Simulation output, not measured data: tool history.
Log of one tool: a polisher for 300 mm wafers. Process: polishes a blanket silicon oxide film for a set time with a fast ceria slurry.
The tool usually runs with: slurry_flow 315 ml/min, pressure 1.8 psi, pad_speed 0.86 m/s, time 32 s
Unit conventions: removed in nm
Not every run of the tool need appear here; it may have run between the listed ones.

| run | hour | slurry_flow | pressure | pad_speed | time | wafers since the last listed run | wafers polished on this pad | hours since the slurry nozzle was cleaned | hours since the head pressure was calibrated | incoming thickness of the incoming film, nm | removed |
|---|---|---|---|---|---|---|---|---|---|---|---|
| 1 | 0.0 | 315 | 1.8 | 0.86 | 32 | 0 | 344 | 281.5 | 1335.7 | 1997.0 | 261.2 |
| 2 | 12.8 | 315 | 1.8 | 0.86 | 32 | 169 | 513 | 294.3 | 1348.5 | 2017.1 | 260.7 |
| 3 | 27.8 | 315 | 1.8 | 0.86 | 32 | 198 | 712 | 309.3 | 1363.5 | 2013.6 | 260.4 |
| 4 | 38.0 | 315 | 1.8 | 0.86 | 32 | 134 | 846 | 319.5 | 1373.7 | 2025.2 | 256.7 |
|  | 59.9 | worn pad replaced by a new one |
| 5 | 60.4 | 315 | 1.8 | 0.86 | 39 | 243 | 6 | 341.9 | 1396.1 | 1965.4 | 324.1 |
| 6 | 72.2 | 315 | 1.8 | 0.86 | 39 | 156 | 162 | 353.7 | 1407.9 | 2002.2 | 309.4 |
| 7 | 80.4 | 315 | 1.8 | 0.86 | 32 | 108 | 270 | 361.9 | 1416.1 | 1978.4 | 251.1 |
| 8 | 87.7 | 315 | 1.8 | 0.86 | 32 | 96 | 367 | 369.2 | 1423.4 | 2014.6 | 256.8 |
| 9 | 94.0 | 315 | 1.8 | 0.86 | 32 | 83 | 450 | 375.5 | 1429.7 | 1956.8 | 256.7 |
| 10 | 106.5 | 315 | 1.8 | 0.86 | 32 | 165 | 615 | 388.0 | 1442.2 | 1979.1 | 255.3 |
| 11 | 117.8 | 315 | 1.8 | 0.86 | 32 | 149 | 765 | 399.3 | 1453.5 | 2011.0 | 256.8 |
|  | 124.3 | head pressure recalibrated |
|  | 136.1 | worn pad replaced by a new one |
|  | 153.5 | slurry nozzle cleaned |
| 12 | 167.4 | 315 | 1.8 | 0.86 | 32 | 563 | 401 | 13.9 | 43.1 | 2013.6 | 269.7 |
| 13 | 182.2 | 315 | 1.8 | 0.86 | 32 | 195 | 596 | 28.7 | 57.9 | 1966.6 | 278.8 |
| 14 | 195.8 | 265 | 1.4 | 1.14 | 23 | 179 | 776 | 42.3 | 71.5 | 1967.6 | 177.1 |
| 15 | 205.4 | 315 | 1.8 | 0.86 | 32 | 126 | 903 | 51.9 | 81.1 | 1986.1 | 274.1 |
| 16 | 215.5 | 405 | 1.8 | 0.94 | 32 | 133 | 1037 | 62.0 | 91.2 | 1984.5 | 288.8 |
| 17 | 225.0 | 285 | 1.6 | 0.96 | 35 | 125 | 1162 | 71.5 | 100.7 | 2034.8 | 277.1 |
|  | 230.8 | worn pad replaced by a new one |
| 18 | 233.5 | 315 | 1.8 | 0.68 | 32 | 59 | 36 | 80.0 | 109.2 | 2016.4 | 230.2 |
| 19 | 243.2 | 315 | 1.8 | 0.86 | 32 | 128 | 164 | 89.7 | 118.9 | 1957.7 | 275.1 |
| 20 | 259.6 | 410 | 1.8 | 0.86 | 32 | 216 | 381 | 106.1 | 135.3 | 1955.9 | 272.7 |
| 21 | 276.2 | 315 | 1.8 | 0.86 | 32 | 219 | 600 | 122.7 | 151.9 | 2003.3 | 271.4 |
| 22 | 291.6 | 215 | 2.1 | 0.98 | 38 | 203 | 804 | 138.1 | 167.3 | 2015.6 | 390.3 |
|  | 305.2 | worn pad replaced by a new one |
| 23 | 305.7 | 315 | 2.3 | 0.86 | 32 | 133 | 6 | 152.2 | 181.4 | 2007.0 | 341.2 |
| 24 | 314.3 | 360 | 1.5 | 0.86 | 32 | 113 | 120 | 160.8 | 190.0 | 1963.2 | 229.1 |
| 25 | 326.9 | 315 | 1.8 | 0.86 | 32 | 166 | 286 | 173.4 | 202.6 | 1993.3 | 269.4 |
| 26 | 338.5 | 255 | 2.0 | 0.72 | 28 | 153 | 440 | 185.0 | 214.2 | 1999.7 | 228.9 |
| 27 | 350.8 | 315 | 1.6 | 0.86 | 32 | 162 | 602 | 197.3 | 226.5 | 1992.0 | 238.5 |

The logged runs with the hidden state left out (each run's random variation unchanged):
Hidden conditions of the tool in this case: removal rate lost through wear of the pad, %; slurry flow missing at the pad, %; deviation of the head's pressure from its setpoint, %.
| run | removed |
|---|---|
| 1 | 269.3 |
| 2 | 269.5 |
| 3 | 270.1 |
| 4 | 267.0 |
| 5 | 339.3 |
| 6 | 325.2 |
| 7 | 264.7 |
| 8 | 271.5 |
| 9 | 272.0 |
| 10 | 272.1 |
| 11 | 275.2 |
| 12 | 270.1 |
| 13 | 279.2 |
| 14 | 177.4 |
| 15 | 274.6 |
| 16 | 289.3 |
| 17 | 277.8 |
| 18 | 230.8 |
| 19 | 275.9 |
| 20 | 273.5 |
| 21 | 272.6 |
| 22 | 393.4 |
| 23 | 343.3 |
| 24 | 230.4 |
| 25 | 271.6 |
| 26 | 231.4 |
| 27 | 240.8 |
